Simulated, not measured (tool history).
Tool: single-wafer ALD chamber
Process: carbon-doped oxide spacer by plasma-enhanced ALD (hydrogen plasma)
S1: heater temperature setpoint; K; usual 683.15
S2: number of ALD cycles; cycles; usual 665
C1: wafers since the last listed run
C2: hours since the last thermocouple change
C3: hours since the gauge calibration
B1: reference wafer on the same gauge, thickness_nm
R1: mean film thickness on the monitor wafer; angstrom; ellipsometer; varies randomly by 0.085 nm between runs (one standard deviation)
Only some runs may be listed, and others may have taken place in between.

run	hour	S1	S2	C1	C2	C3	B1	R1
1	0.0	675.15	760	0	1947.8	222.0	40.369	397.63
2	86.8	683.15	665	50	2034.6	308.8	40.400	338.65
3	135.2	683.15	665	27	2083.0	357.2	40.369	338.08
4	216.7	683.15	665	47	2164.5	438.7	40.396	338.73
5	318.7	683.15	665	58	2266.5	540.7	40.444	340.04
6	415.4	683.15	665	55	2363.2	637.4	40.391	339.18
7	510.3	692.15	665	54	2458.1	732.3	40.385	332.06
8	549.9	683.15	665	22	2497.7	771.9	40.413	339.80
9	610.4	683.15	705	34	2558.2	832.4	40.370	361.51
10	669.6	683.15	665	34	2617.4	891.6	40.409	341.57
11	756.3	683.15	665	50	2704.1	978.3	40.425	341.47
12	863.4	697.15	556	61	2811.2	1085.4	40.362	273.92
13	942.4	683.15	701	45	2890.2	1164.4	40.403	361.85
# hour 959.0: gauge calibrated
14	994.2	689.15	618	29	2942.0	35.2	40.422	312.78
15	1031.9	673.15	606	21	2979.7	72.9	40.409	316.88
16	1074.3	683.15	665	24	3022.1	115.3	40.367	343.09
# hour 1103.8: thermocouple changed; heater temperature recalibrated
17	1141.8	671.15	746	34	38.0	182.8	40.378	391.90
18	1199.3	692.15	716	33	95.5	240.3	40.375	357.28
19	1429.1	683.15	665	132	325.3	470.1	40.408	338.61
20	1476.1	691.15	665	27	372.3	517.1	40.386	329.82
21	1513.5	683.15	665	21	409.7	554.5	40.412	339.42
22	1568.5	683.15	665	31	464.7	609.5	40.388	338.88

Measured result minus the same run's result without the hidden state. Both carry the same run-to-run variation, though not necessarily the same gauge scatter:
Unlogged tool condition in this case: wafer temperature above the value expected at the setpoint (K); gauge reads high (%).
run	R1
1	+0.74
2	+0.86
3	+0.99
4	+1.21
5	+1.50
6	+1.79
7	+2.08
8	+2.20
9	+2.55
10	+2.60
11	+2.89
12	+2.73
13	+3.77
14	+3.48
15	+1.14
16	+4.06
17	+0.00
18	+0.07
19	+0.12
20	+0.15
21	+0.17
22	+0.19

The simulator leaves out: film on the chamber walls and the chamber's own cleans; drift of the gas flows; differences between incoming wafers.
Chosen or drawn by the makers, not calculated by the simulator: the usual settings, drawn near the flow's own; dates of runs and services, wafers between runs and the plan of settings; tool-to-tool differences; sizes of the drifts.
